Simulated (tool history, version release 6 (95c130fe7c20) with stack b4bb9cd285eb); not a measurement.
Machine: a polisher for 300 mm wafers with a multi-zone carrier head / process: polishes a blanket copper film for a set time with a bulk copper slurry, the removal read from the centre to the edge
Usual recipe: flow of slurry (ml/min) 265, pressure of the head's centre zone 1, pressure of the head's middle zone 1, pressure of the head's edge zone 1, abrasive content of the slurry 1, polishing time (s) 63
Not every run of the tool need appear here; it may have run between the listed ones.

run   hour  flow of slurry (ml/min)  pressure of the head's centre zone  pressure of the head's middle zone  pressure of the head's edge zone  abrasive content of the slurry  polishing time (s)  incoming thickness of the incoming film, nm  film removed at the wafer's centre (Å)  film removed at mid-radius (Å)  film removed at the wafer's edge (Å)
  1      0                      265                                   1                                   1                                 1                               1                  63                                       3278.7                                    5162                            5190                                  5183
  2   59.5                      265                                   1                                   1                                 1                               1                  63                                       3303.7                                    5112                            5114                                  5131
      81.6  -- worn pad replaced by a new one
  3  127.6                      265                                   1                                   1                                 1                               1                  63                                       3249.7                                    5285                            5154                                  5235
  4    198                      265                                   1                                   1                                 1                               1                  63                                       3285.5                                    5107                            5098                                  5038
     222.5  -- worn pad replaced by a new one
  5  235.1                      265                                1.09                                   1                                 1                               1                  63                                       3312.9                                    5745                            5239                                  5243
  6    278                      265                                   1                                0.91                                 1                               1                  79                                       3348.8                                    6420                            5981                                  6452
  7  311.2                      265                                   1                                0.91                                 1                               1                  79                                       3306.2                                    6370                            5964                                  6435
     326.9  -- centre zone pressure recalibrated
  8  362.7                      315                                   1                                   1                                 1                               1                  63                                       3216.9                                    5140                            5141                                  5108
       389  -- worn pad replaced by a new one
     446.4  -- carrier head's membrane replaced by a new one
  9  510.3                      265                                   1                                   1                              0.91                               1                  63                                         3245                                    5157                            5087                                  4913
     524.7  -- slurry nozzle cleaned
     529.2  -- edge zone pressure recalibrated
 10  540.4                      265                                1.06                                   1                                 1                             0.9                  63                                       3286.7                                    5259                            4928                                  4983
     556.1  -- worn pad replaced by a new one
 11    568                      265                                   1                                   1                                 1                               1                  80                                       3276.4                                    6632                            6698                                  6659
 12  614.8                      265                                   1                                   1                              1.05                            1.25                  42                                       3241.5                                    3657                            3614                                  3705

What does the tool deliver on the next run?
 13  681.6                      265                                   1                                   1                                 1                             0.9                  46                                       3260.1                                       ?                               ?                                     ?

film removed at the wafer's centre (Å): 3586
film removed at mid-radius (Å): 3609
film removed at the wafer's edge (Å): 3638
The same run, on a tool lacking any hidden state, would have yielded film removed at the wafer's centre (Å) 3745, film removed at mid-radius (Å) 3769, film removed at the wafer's edge (Å) 3799.
